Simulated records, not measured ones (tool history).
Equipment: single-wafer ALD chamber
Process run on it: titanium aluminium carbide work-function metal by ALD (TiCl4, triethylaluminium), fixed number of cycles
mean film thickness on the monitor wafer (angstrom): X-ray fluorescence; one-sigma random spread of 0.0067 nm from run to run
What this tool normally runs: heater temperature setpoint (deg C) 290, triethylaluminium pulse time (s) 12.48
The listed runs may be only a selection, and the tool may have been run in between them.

run,hour,heater temperature setpoint (deg C),triethylaluminium pulse time (s),wafers since the last listed run,hours since the last thermocouple change,hours since the last triethylaluminium bottle change,hours since the showerhead was replaced,hours since the gauge calibration,"read-back reference wafer on the same gauge, thickness_nm",mean film thickness on the monitor wafer (angstrom)
1,0.0,285,12.48,0,2420.7,1487.2,5578.6,244.4,2.389,20.03
2,17.1,285,12.48,160,2437.8,1504.3,5595.7,261.5,2.389,19.92
3,51.5,285,12.48,322,2472.2,1538.7,5630.1,295.9,2.389,19.92
4,74.2,290,12.48,212,2494.9,1561.4,5652.8,318.6,2.391,20.37
5,87.2,300,12.48,121,2507.9,1574.4,5665.8,331.6,2.390,21.12
6,109.4,300,12.48,207,2530.1,1596.6,5688.0,353.8,2.390,21.11
7,124.1,290,12.48,137,2544.8,1611.3,5702.7,368.5,2.389,20.27
8,139.1,290,12.48,140,2559.8,1626.3,5717.7,383.5,2.391,20.27
# hour 158.8: gauge calibrated
# hour 161.6: thermocouple changed; heater temperature recalibrated
9,173.6,295,10.60,248,12.0,1660.8,5752.2,14.8,2.390,19.77
10,195.1,295,10.60,201,33.5,1682.3,5773.7,36.3,2.390,19.78
11,215.6,290,12.48,192,54.0,1702.8,5794.2,56.8,2.390,20.11
12,241.1,298,15.56,238,79.5,1728.3,5819.7,82.3,2.389,21.42
13,264.5,286,8.73,219,102.9,1751.7,5843.1,105.7,2.392,17.48
# hour 281.8: triethylaluminium bottle replaced
14,288.2,295,9.47,147,126.6,6.4,5866.8,129.4,2.390,15.50
# hour 299.3: showerhead replaced
15,311.7,299,8.13,145,150.1,29.9,12.4,152.9,2.392,13.89
16,342.3,290,12.48,286,180.7,60.5,43.0,183.5,2.391,17.63
# hour 351.7: triethylaluminium bottle replaced, repeated, since the last time left the tool worse
17,374.1,294,14.85,222,212.5,22.4,74.8,215.3,2.391,21.38
18,402.2,290,12.48,263,240.6,50.5,102.9,243.4,2.390,20.94
19,431.3,290,12.48,272,269.7,79.6,132.0,272.5,2.389,20.94
20,466.4,296,8.33,328,304.8,114.7,167.1,307.6,2.390,19.74
21,486.6,302,17.36,189,325.0,134.9,187.3,327.8,2.389,22.22
22,513.4,279,10.32,251,351.8,161.7,214.1,354.6,2.390,19.51

Forecast each of these 3 alternatives for the next run:
A,513.8,296,12.48,3,352.2,162.1,214.5,355.0,?,?
B,513.8,302,16.07,3,352.2,162.1,214.5,355.0,?,?
C,513.8,285,14.86,3,352.2,162.1,214.5,355.0,?,?

run,"read-back reference wafer on the same gauge, thickness_nm",mean film thickness on the monitor wafer (angstrom)
A,2.391,21.36
B,2.391,22.14
C,2.391,20.67
With no hidden state in the tool, these same runs would have given:
run,mean film thickness on the monitor wafer (angstrom)
A,21.42
B,22.16
C,20.70
